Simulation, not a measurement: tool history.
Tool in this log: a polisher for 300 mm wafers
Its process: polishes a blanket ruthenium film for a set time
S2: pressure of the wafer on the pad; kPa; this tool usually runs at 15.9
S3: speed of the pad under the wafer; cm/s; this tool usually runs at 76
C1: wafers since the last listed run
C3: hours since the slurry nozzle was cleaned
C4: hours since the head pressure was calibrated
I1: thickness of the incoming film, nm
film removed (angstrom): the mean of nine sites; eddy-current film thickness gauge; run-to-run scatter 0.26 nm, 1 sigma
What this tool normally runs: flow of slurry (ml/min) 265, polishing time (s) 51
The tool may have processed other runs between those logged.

{"run": 1, "hour": 0.0, "flow of slurry (ml/min)": 265, "S2": 19.3, "S3": 76, "polishing time (s)": 51, "C1": 0, "wafers polished on this pad": 3466, "C3": 130.7, "C4": 525, "I1": 528.5, "film removed (angstrom)": 481}
{"hour": 48.4, "done": "worn pad replaced by a new one"}
{"run": 2, "hour": 75.0, "flow of slurry (ml/min)": 265, "S2": 19.3, "S3": 76, "polishing time (s)": 51, "C1": 838, "wafers polished on this pad": 313, "C3": 205.7, "C4": 600, "I1": 529, "film removed (angstrom)": 481}
{"hour": 88.4, "done": "head pressure recalibrated"}
{"run": 3, "hour": 180.7, "flow of slurry (ml/min)": 265, "S2": 19.3, "S3": 76, "polishing time (s)": 51, "C1": 1224, "wafers polished on this pad": 1538, "C3": 311.4, "C4": 92.3, "I1": 518.6, "film removed (angstrom)": 479}
{"hour": 242.3, "done": "slurry nozzle cleaned"}
{"run": 4, "hour": 372.5, "flow of slurry (ml/min)": 265, "S2": 15.9, "S3": 68, "polishing time (s)": 58, "C1": 2252, "wafers polished on this pad": 3790, "C3": 130.2, "C4": 284.1, "I1": 529.6, "film removed (angstrom)": 429}
{"run": 5, "hour": 463.7, "flow of slurry (ml/min)": 265, "S2": 15.9, "S3": 56, "polishing time (s)": 51, "C1": 1076, "wafers polished on this pad": 4867, "C3": 221.4, "C4": 375.3, "I1": 528, "film removed (angstrom)": 307}
{"hour": 492.7, "done": "worn pad replaced by a new one"}
{"run": 6, "hour": 548.9, "flow of slurry (ml/min)": 265, "S2": 15.9, "S3": 56, "polishing time (s)": 51, "C1": 958, "wafers polished on this pad": 663, "C3": 306.6, "C4": 460.5, "I1": 528, "film removed (angstrom)": 307}
{"run": 7, "hour": 611.0, "flow of slurry (ml/min)": 265, "S2": 15.9, "S3": 76, "polishing time (s)": 51, "C1": 733, "wafers polished on this pad": 1396, "C3": 368.7, "C4": 522.6, "I1": 516.8, "film removed (angstrom)": 415}
{"hour": 625.1, "done": "slurry nozzle cleaned"}
{"hour": 640.3, "done": "head pressure recalibrated"}
{"run": 8, "hour": 662.4, "flow of slurry (ml/min)": 265, "S2": 15.9, "S3": 76, "polishing time (s)": 51, "C1": 571, "wafers polished on this pad": 1968, "C3": 37.3, "C4": 22.1, "I1": 527.8, "film removed (angstrom)": 416}
{"run": 9, "hour": 735.8, "flow of slurry (ml/min)": 265, "S2": 15.9, "S3": 76, "polishing time (s)": 51, "C1": 866, "wafers polished on this pad": 2834, "C3": 110.7, "C4": 95.5, "I1": 517.4, "film removed (angstrom)": 413}
{"run": 10, "hour": 817.9, "flow of slurry (ml/min)": 265, "S2": 15.9, "S3": 76, "polishing time (s)": 51, "C1": 969, "wafers polished on this pad": 3804, "C3": 192.8, "C4": 177.6, "I1": 526.7, "film removed (angstrom)": 415}
{"run": 11, "hour": 895.7, "flow of slurry (ml/min)": 265, "S2": 15.9, "S3": 76, "polishing time (s)": 51, "C1": 918, "wafers polished on this pad": 4722, "C3": 270.6, "C4": 255.4, "I1": 522.6, "film removed (angstrom)": 416}
{"hour": 908.2, "done": "worn pad replaced by a new one"}
{"run": 12, "hour": 988.5, "flow of slurry (ml/min)": 265, "S2": 15.9, "S3": 76, "polishing time (s)": 45, "C1": 1048, "wafers polished on this pad": 948, "C3": 363.4, "C4": 348.2, "I1": 518.3, "film removed (angstrom)": 370}
{"hour": 1016.0, "done": "slurry nozzle cleaned"}
{"run": 13, "hour": 1060.8, "flow of slurry (ml/min)": 310, "S2": 17.9, "S3": 56, "polishing time (s)": 51, "C1": 841, "wafers polished on this pad": 1790, "C3": 44.8, "C4": 420.5, "I1": 524.9, "film removed (angstrom)": 344}
{"run": 14, "hour": 1136.4, "flow of slurry (ml/min)": 330, "S2": 15.9, "S3": 76, "polishing time (s)": 65, "C1": 892, "wafers polished on this pad": 2682, "C3": 120.4, "C4": 496.1, "I1": 527.1, "film removed (angstrom)": 543}
{"run": 15, "hour": 1224.4, "flow of slurry (ml/min)": 265, "S2": 19.3, "S3": 76, "polishing time (s)": 51, "C1": 1038, "wafers polished on this pad": 3721, "C3": 208.4, "C4": 584.1, "I1": 517.4, "film removed (angstrom)": 480}
{"hour": 1273.0, "done": "worn pad replaced by a new one"}
{"hour": 1279.0, "done": "head pressure recalibrated"}
{"run": 16, "hour": 1280.1, "flow of slurry (ml/min)": 265, "S2": 15.9, "S3": 76, "polishing time (s)": 39, "C1": 586, "wafers polished on this pad": 60, "C3": 264.1, "C4": 1.1, "I1": 517.2, "film removed (angstrom)": 318}

Forecast run 17:
{"run": 17, "hour": 1352.4, "flow of slurry (ml/min)": 265, "S2": 15.9, "S3": 96, "polishing time (s)": 51, "C1": 853, "wafers polished on this pad": 914, "C3": 336.4, "C4": 73.4, "I1": 516.1, "film removed (angstrom)": "?"}

Run 17 produced film removed (angstrom) 526.
With no hidden state in the tool, this same run would have given film removed (angstrom) 526.
